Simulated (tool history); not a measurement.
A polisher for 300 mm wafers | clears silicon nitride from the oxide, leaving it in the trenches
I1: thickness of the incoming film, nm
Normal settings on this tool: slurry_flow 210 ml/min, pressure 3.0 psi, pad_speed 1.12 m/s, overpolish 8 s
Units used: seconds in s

{"run": 1, "day": 0.0, "slurry_flow": 270, "pressure": 3.0, "pad_speed": 1.12, "overpolish": 8, "I1": 166.2, "seconds": 144.8}
{"run": 2, "day": 0.629, "slurry_flow": 270, "pressure": 3.0, "pad_speed": 1.12, "overpolish": 8, "I1": 161.9, "seconds": 140.8}
{"run": 3, "day": 1.117, "slurry_flow": 210, "pressure": 3.0, "pad_speed": 1.12, "overpolish": 8, "I1": 162.4, "seconds": 142.7}
{"run": 4, "day": 1.821, "slurry_flow": 210, "pressure": 3.0, "pad_speed": 1.12, "overpolish": 8, "I1": 168.5, "seconds": 149.8}
{"day": 2.004, "done": "worn pad replaced by a new one"}
{"run": 5, "day": 2.221, "slurry_flow": 170, "pressure": 3.0, "pad_speed": 1.12, "overpolish": 8, "I1": 162.4, "seconds": 147.7}
{"run": 6, "day": 2.583, "slurry_flow": 170, "pressure": 3.0, "pad_speed": 1.12, "overpolish": 8, "I1": 165.8, "seconds": 153.0}
{"run": 7, "day": 2.838, "slurry_flow": 210, "pressure": 3.0, "pad_speed": 1.24, "overpolish": 8, "I1": 165.7, "seconds": 131.1}
{"run": 8, "day": 4.629, "slurry_flow": 210, "pressure": 3.0, "pad_speed": 1.24, "overpolish": 8, "I1": 165.5, "seconds": 132.4}
{"run": 9, "day": 5.304, "slurry_flow": 210, "pressure": 3.0, "pad_speed": 1.12, "overpolish": 8, "I1": 161.5, "seconds": 141.8}
{"day": 5.433, "done": "head pressure recalibrated"}
{"run": 10, "day": 5.558, "slurry_flow": 210, "pressure": 3.0, "pad_speed": 1.12, "overpolish": 8, "I1": 167.7, "seconds": 151.1}
{"day": 7.55, "done": "slurry nozzle cleaned"}
{"run": 11, "day": 7.571, "slurry_flow": 210, "pressure": 3.0, "pad_speed": 1.12, "overpolish": 8, "I1": 165.2, "seconds": 146.9}
{"run": 12, "day": 8.175, "slurry_flow": 210, "pressure": 3.0, "pad_speed": 1.12, "overpolish": 8, "I1": 167.8, "seconds": 147.5}
{"run": 13, "day": 8.729, "slurry_flow": 165, "pressure": 3.4, "pad_speed": 0.86, "overpolish": 9, "I1": 163.7, "seconds": 175.1}
{"day": 9.133, "done": "worn pad replaced by a new one"}
{"run": 14, "day": 9.15, "slurry_flow": 210, "pressure": 3.0, "pad_speed": 1.12, "overpolish": 8, "I1": 164.1, "seconds": 145.0}
{"run": 15, "day": 9.604, "slurry_flow": 210, "pressure": 3.0, "pad_speed": 1.12, "overpolish": 8, "I1": 164.9, "seconds": 142.0}
{"run": 16, "day": 10.025, "slurry_flow": 210, "pressure": 3.8, "pad_speed": 1.12, "overpolish": 8, "I1": 166.7, "seconds": 117.2}
{"run": 17, "day": 10.538, "slurry_flow": 210, "pressure": 2.4, "pad_speed": 0.94, "overpolish": 12, "I1": 163.5, "seconds": 215.6}
{"run": 18, "day": 10.846, "slurry_flow": 240, "pressure": 3.8, "pad_speed": 1.26, "overpolish": 3, "I1": 166.6, "seconds": 103.5}
{"run": 19, "day": 11.488, "slurry_flow": 210, "pressure": 3.0, "pad_speed": 0.94, "overpolish": 8, "I1": 165.5, "seconds": 174.2}
{"run": 20, "day": 11.896, "slurry_flow": 210, "pressure": 3.6, "pad_speed": 1.12, "overpolish": 8, "I1": 162.3, "seconds": 121.5}
{"run": 21, "day": 12.417, "slurry_flow": 150, "pressure": 3.0, "pad_speed": 1.48, "overpolish": 11, "I1": 164.0, "seconds": 117.7}
{"run": 22, "day": 12.888, "slurry_flow": 240, "pressure": 3.7, "pad_speed": 1.12, "overpolish": 8, "I1": 165.2, "seconds": 118.1}
{"run": 23, "day": 13.371, "slurry_flow": 210, "pressure": 3.0, "pad_speed": 1.12, "overpolish": 8, "I1": 164.9, "seconds": 147.9}
{"run": 24, "day": 13.783, "slurry_flow": 210, "pressure": 3.7, "pad_speed": 1.12, "overpolish": 11, "I1": 165.2, "seconds": 119.7}
{"day": 15.704, "done": "worn pad replaced by a new one"}
{"run": 25, "day": 15.75, "slurry_flow": 185, "pressure": 2.4, "pad_speed": 1.22, "overpolish": 8, "I1": 164.5, "seconds": 165.7}
{"run": 26, "day": 16.004, "slurry_flow": 155, "pressure": 3.0, "pad_speed": 1.12, "overpolish": 8, "I1": 167.2, "seconds": 157.6}
{"run": 27, "day": 18.188, "slurry_flow": 210, "pressure": 3.0, "pad_speed": 1.12, "overpolish": 8, "I1": 163.7, "seconds": 144.0}
{"run": 28, "day": 18.442, "slurry_flow": 210, "pressure": 3.0, "pad_speed": 1.12, "overpolish": 8, "I1": 167.6, "seconds": 149.7}
{"run": 29, "day": 18.779, "slurry_flow": 210, "pressure": 3.0, "pad_speed": 1.12, "overpolish": 8, "I1": 166.8, "seconds": 150.1}
{"run": 30, "day": 19.125, "slurry_flow": 240, "pressure": 3.0, "pad_speed": 1.12, "overpolish": 8, "I1": 166.2, "seconds": 145.7}
{"run": 31, "day": 19.933, "slurry_flow": 155, "pressure": 2.1, "pad_speed": 1.3, "overpolish": 6, "I1": 163.9, "seconds": 179.7}
{"run": 32, "day": 20.317, "slurry_flow": 210, "pressure": 3.0, "pad_speed": 1.12, "overpolish": 8, "I1": 164.9, "seconds": 146.3}
{"run": 33, "day": 20.658, "slurry_flow": 175, "pressure": 3.0, "pad_speed": 1.12, "overpolish": 4, "I1": 167.6, "seconds": 155.0}
{"run": 34, "day": 21.321, "slurry_flow": 210, "pressure": 3.0, "pad_speed": 1.12, "overpolish": 8, "I1": 165.1, "seconds": 149.9}
{"run": 35, "day": 21.592, "slurry_flow": 210, "pressure": 3.0, "pad_speed": 1.12, "overpolish": 4, "I1": 165.0, "seconds": 148.4}
{"day": 22.029, "done": "worn pad replaced by a new one"}
{"run": 36, "day": 22.262, "slurry_flow": 210, "pressure": 3.0, "pad_speed": 1.12, "overpolish": 8, "I1": 165.3, "seconds": 141.5}
{"run": 37, "day": 22.629, "slurry_flow": 210, "pressure": 2.3, "pad_speed": 1.26, "overpolish": 11, "I1": 164.7, "seconds": 165.2}

Below are 4 alternative next runs, each starting from the tool's condition after run 37. Predict each:
{"run": "A", "day": 22.65, "slurry_flow": 210, "pressure": 3.0, "pad_speed": 1.12, "overpolish": 8, "I1": 168.4, "seconds": "?"}
{"run": "B", "day": 22.65, "slurry_flow": 210, "pressure": 3.3, "pad_speed": 1.12, "overpolish": 8, "I1": 168.4, "seconds": "?"}
{"run": "C", "day": 22.65, "slurry_flow": 150, "pressure": 3.5, "pad_speed": 1.28, "overpolish": 5, "I1": 168.4, "seconds": "?"}
{"run": "D", "day": 22.65, "slurry_flow": 210, "pressure": 3.0, "pad_speed": 1.12, "overpolish": 12, "I1": 168.4, "seconds": "?"}

run=A seconds=149.4
run=B seconds=136.7
run=C seconds=118.7
run=D seconds=149.4
Take away the tool's hidden state, keep each run's random variation, and the runs would have read:
run=A seconds=149.4
run=B seconds=136.7
run=C seconds=118.7
run=D seconds=149.4

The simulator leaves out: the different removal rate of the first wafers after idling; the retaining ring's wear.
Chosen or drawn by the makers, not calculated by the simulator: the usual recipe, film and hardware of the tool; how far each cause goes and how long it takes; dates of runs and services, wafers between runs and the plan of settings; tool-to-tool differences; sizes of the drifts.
